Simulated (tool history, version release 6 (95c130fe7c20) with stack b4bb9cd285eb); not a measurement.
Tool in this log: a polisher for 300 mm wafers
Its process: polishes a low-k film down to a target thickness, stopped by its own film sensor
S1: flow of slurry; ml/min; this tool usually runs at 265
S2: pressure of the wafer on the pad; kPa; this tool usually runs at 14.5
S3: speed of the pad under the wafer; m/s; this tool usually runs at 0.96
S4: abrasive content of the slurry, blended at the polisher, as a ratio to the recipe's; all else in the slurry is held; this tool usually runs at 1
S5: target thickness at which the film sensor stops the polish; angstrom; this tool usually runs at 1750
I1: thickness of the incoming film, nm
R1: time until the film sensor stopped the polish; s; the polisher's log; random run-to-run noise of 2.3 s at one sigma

run	hour	S1	S2	S3	S4	S5	I1	R1
1	0	265	14.5	0.96	1	1750	229	147.6
2	30.6	265	14.5	0.96	1	1750	231.9	160.1
3	82.9	210	9.7	0.96	1	1750	231.4	239.7
4	150.7	265	14.5	1.08	1	1750	228.7	138
# hour 180.5: slurry nozzle cleaned
# hour 193: slurry blender recalibrated
5	206	295	14.5	0.96	1	1750	230	149.5
# hour 230.3: head pressure recalibrated
6	257.2	265	14.5	0.96	1	1750	228.4	150
7	302.4	265	14.5	0.96	1	1750	230	155.2
8	355.5	265	14.5	0.96	1	1750	229.4	154.1
# hour 379.8: conditioning disc replaced and pad reconditioned
9	398	265	14.5	1.22	1.25	1750	225.2	102.5
# hour 416.8: worn pad replaced by a new one
10	433.2	265	14.5	0.96	1	1750	227.4	148.1
11	487.5	265	14.5	0.96	1	1750	233	165.2
12	535.4	265	14.5	0.96	1	1940	229.3	101.4
13	595.7	265	14.5	0.8	1	1750	230.9	182.9
14	662.1	305	14.5	0.96	1.1	1750	226.6	142.8
# hour 690.4: slurry blender recalibrated
15	703.5	185	14.5	0.96	1.3	1750	233.7	144
# hour 745.1: slurry nozzle cleaned
16	749	265	14.5	0.96	1	1750	231.4	157.5
17	785.3	355	11	1.12	1	1610	230.6	219
18	817	265	15.9	1.08	0.75	1750	230.3	155.9
# hour 847.1: worn pad replaced by a new one
# hour 847.9: conditioning disc replaced and pad reconditioned
19	887.7	170	14.5	0.7	0.75	1750	231.1	265.7
20	943.5	265	14.5	1.14	0.9	1750	231.2	148.4
# hour 954.1: head pressure recalibrated
21	990.6	310	14.5	0.96	1	1750	225.8	142
22	1060.2	360	13.1	0.96	1	1750	230.4	169.4
23	1103.1	265	14.5	0.82	0.8	1750	232.8	225.2
24	1163.7	265	14.5	0.96	1	1750	227.1	154.6
# hour 1201.1: slurry blender recalibrated
# hour 1210.1: slurry nozzle cleaned
25	1235.6	265	19.3	0.96	0.85	1750	229.4	124.4

Alternative continuations, all from the tool just after run 25; predict every row:
A	1236.1	265	14.5	0.96	1	1750	227.4	?
B	1236.1	320	14.5	0.96	0.8	1920	227.4	?
C	1236.1	265	12.4	0.96	1	1670	227.4	?
D	1236.1	185	19.3	0.86	1	1590	227.4	?

run	R1
A	141.3
B	109.9
C	190
D	156.1
Without the tool's hidden state the same runs would have given:
run	R1
A	140.6
B	109.3
C	189.1
D	155.4
